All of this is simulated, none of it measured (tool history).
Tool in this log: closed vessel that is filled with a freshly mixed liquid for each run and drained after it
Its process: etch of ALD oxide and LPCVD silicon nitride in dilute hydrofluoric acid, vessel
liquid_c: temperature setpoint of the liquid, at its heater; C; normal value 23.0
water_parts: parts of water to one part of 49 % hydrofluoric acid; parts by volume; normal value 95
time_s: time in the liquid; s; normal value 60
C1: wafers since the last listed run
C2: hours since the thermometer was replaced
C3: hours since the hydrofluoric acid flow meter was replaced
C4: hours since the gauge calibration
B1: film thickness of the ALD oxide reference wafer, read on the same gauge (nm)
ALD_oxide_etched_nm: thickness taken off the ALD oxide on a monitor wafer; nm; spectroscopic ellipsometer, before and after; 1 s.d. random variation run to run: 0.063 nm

{"run": 1, "hour": 0.0, "liquid_c": 23.0, "water_parts": 95, "time_s": 60, "C1": 0, "C2": 2156.0, "C3": 199.0, "C4": 888.9, "B1": 38.5, "ALD_oxide_etched_nm": 14.86}
{"run": 2, "hour": 48.0, "liquid_c": 23.0, "water_parts": 95, "time_s": 60, "C1": 4774, "C2": 2204.0, "C3": 247.0, "C4": 936.9, "B1": 38.55, "ALD_oxide_etched_nm": 14.88}
{"run": 3, "hour": 88.7, "liquid_c": 23.0, "water_parts": 95, "time_s": 60, "C1": 4048, "C2": 2244.7, "C3": 287.7, "C4": 977.6, "B1": 38.52, "ALD_oxide_etched_nm": 14.82}
{"hour": 105.2, "done": "gauge calibrated"}
{"run": 4, "hour": 129.7, "liquid_c": 23.0, "water_parts": 95, "time_s": 60, "C1": 4078, "C2": 2285.7, "C3": 328.7, "C4": 24.5, "B1": 39.76, "ALD_oxide_etched_nm": 15.38}
{"run": 5, "hour": 189.7, "liquid_c": 23.0, "water_parts": 65, "time_s": 60, "C1": 5968, "C2": 2345.7, "C3": 388.7, "C4": 84.5, "B1": 39.47, "ALD_oxide_etched_nm": 23.12}
{"run": 6, "hour": 224.2, "liquid_c": 23.0, "water_parts": 65, "time_s": 60, "C1": 3431, "C2": 2380.2, "C3": 423.2, "C4": 119.0, "B1": 39.34, "ALD_oxide_etched_nm": 23.15}
{"run": 7, "hour": 266.5, "liquid_c": 23.0, "water_parts": 95, "time_s": 60, "C1": 4207, "C2": 2422.5, "C3": 465.5, "C4": 161.3, "B1": 39.25, "ALD_oxide_etched_nm": 15.03}
{"run": 8, "hour": 332.4, "liquid_c": 23.0, "water_parts": 95, "time_s": 75, "C1": 6555, "C2": 2488.4, "C3": 531.4, "C4": 227.2, "B1": 39.11, "ALD_oxide_etched_nm": 18.77}
{"run": 9, "hour": 375.7, "liquid_c": 23.0, "water_parts": 95, "time_s": 75, "C1": 4307, "C2": 2531.7, "C3": 574.7, "C4": 270.5, "B1": 38.97, "ALD_oxide_etched_nm": 18.8}
{"run": 10, "hour": 430.1, "liquid_c": 24.5, "water_parts": 125, "time_s": 60, "C1": 5411, "C2": 2586.1, "C3": 629.1, "C4": 324.9, "B1": 38.86, "ALD_oxide_etched_nm": 11.69}
{"hour": 455.2, "done": "thermometer replaced"}
{"run": 11, "hour": 499.5, "liquid_c": 24.5, "water_parts": 125, "time_s": 60, "C1": 6803, "C2": 44.3, "C3": 698.5, "C4": 394.3, "B1": 38.76, "ALD_oxide_etched_nm": 11.68}
{"run": 12, "hour": 545.2, "liquid_c": 23.0, "water_parts": 95, "time_s": 85, "C1": 4545, "C2": 90.0, "C3": 744.2, "C4": 440.0, "B1": 38.72, "ALD_oxide_etched_nm": 21.16}
{"run": 13, "hour": 589.7, "liquid_c": 21.5, "water_parts": 45, "time_s": 60, "C1": 4426, "C2": 134.5, "C3": 788.7, "C4": 484.5, "B1": 38.67, "ALD_oxide_etched_nm": 31.46}
{"run": 14, "hour": 648.3, "liquid_c": 23.0, "water_parts": 95, "time_s": 85, "C1": 5829, "C2": 193.1, "C3": 847.3, "C4": 543.1, "B1": 38.58, "ALD_oxide_etched_nm": 21.31}
{"hour": 666.5, "done": "hydrofluoric acid flow meter replaced"}
{"run": 15, "hour": 690.2, "liquid_c": 23.0, "water_parts": 95, "time_s": 60, "C1": 4068, "C2": 235.0, "C3": 23.7, "C4": 585.0, "B1": 38.57, "ALD_oxide_etched_nm": 14.85}
{"run": 16, "hour": 722.8, "liquid_c": 23.0, "water_parts": 145, "time_s": 90, "C1": 3242, "C2": 267.6, "C3": 56.3, "C4": 617.6, "B1": 38.55, "ALD_oxide_etched_nm": 13.94}
{"run": 17, "hour": 786.0, "liquid_c": 23.0, "water_parts": 145, "time_s": 90, "C1": 6286, "C2": 330.8, "C3": 119.5, "C4": 680.8, "B1": 38.53, "ALD_oxide_etched_nm": 13.76}
{"run": 18, "hour": 818.7, "liquid_c": 26.0, "water_parts": 125, "time_s": 60, "C1": 3252, "C2": 363.5, "C3": 152.2, "C4": 713.5, "B1": 38.55, "ALD_oxide_etched_nm": 12.17}
{"run": 19, "hour": 878.2, "liquid_c": 23.0, "water_parts": 95, "time_s": 60, "C1": 5918, "C2": 423.0, "C3": 211.7, "C4": 773.0, "B1": 38.45, "ALD_oxide_etched_nm": 14.85}
{"run": 20, "hour": 964.7, "liquid_c": 23.0, "water_parts": 95, "time_s": 60, "C1": 8604, "C2": 509.5, "C3": 298.2, "C4": 859.5, "B1": 38.45, "ALD_oxide_etched_nm": 14.81}
{"hour": 1049.4, "done": "gauge calibrated"}
{"run": 21, "hour": 1170.5, "liquid_c": 23.0, "water_parts": 95, "time_s": 40, "C1": 20471, "C2": 715.3, "C3": 504.0, "C4": 121.1, "B1": 39.62, "ALD_oxide_etched_nm": 10.21}
{"run": 22, "hour": 1239.6, "liquid_c": 21.0, "water_parts": 95, "time_s": 60, "C1": 6873, "C2": 784.4, "C3": 573.1, "C4": 190.2, "B1": 39.41, "ALD_oxide_etched_nm": 14.08}
{"run": 23, "hour": 1292.7, "liquid_c": 19.5, "water_parts": 115, "time_s": 85, "C1": 5282, "C2": 837.5, "C3": 626.2, "C4": 243.3, "B1": 39.29, "ALD_oxide_etched_nm": 14.97}
{"run": 24, "hour": 1360.6, "liquid_c": 19.0, "water_parts": 125, "time_s": 70, "C1": 6754, "C2": 905.4, "C3": 694.1, "C4": 311.2, "B1": 39.12, "ALD_oxide_etched_nm": 11.09}
{"run": 25, "hour": 1405.4, "liquid_c": 26.5, "water_parts": 95, "time_s": 60, "C1": 4456, "C2": 950.2, "C3": 738.9, "C4": 356.0, "B1": 39.05, "ALD_oxide_etched_nm": 17.24}

Here are 3 independent what-if runs from the current tool condition. What would each one return?
{"run": "A", "hour": 1406.1, "liquid_c": 23.0, "water_parts": 95, "time_s": 60, "C1": 69, "C2": 950.9, "C3": 739.6, "C4": 356.7, "B1": "?", "ALD_oxide_etched_nm": "?"}
{"run": "B", "hour": 1406.1, "liquid_c": 23.0, "water_parts": 60, "time_s": 30, "C1": 69, "C2": 950.9, "C3": 739.6, "C4": 356.7, "B1": "?", "ALD_oxide_etched_nm": "?"}
{"run": "C", "hour": 1406.1, "liquid_c": 21.0, "water_parts": 140, "time_s": 60, "C1": 69, "C2": 950.9, "C3": 739.6, "C4": 356.7, "B1": "?", "ALD_oxide_etched_nm": "?"}

run=A B1=39.08 ALD_oxide_etched_nm=15.10
run=B B1=39.08 ALD_oxide_etched_nm=12.48
run=C B1=39.08 ALD_oxide_etched_nm=8.98
Take away the tool's hidden state, keep each run's random variation, and the runs would have read:
run=A ALD_oxide_etched_nm=15.46
run=B ALD_oxide_etched_nm=12.78
run=C ALD_oxide_etched_nm=9.20
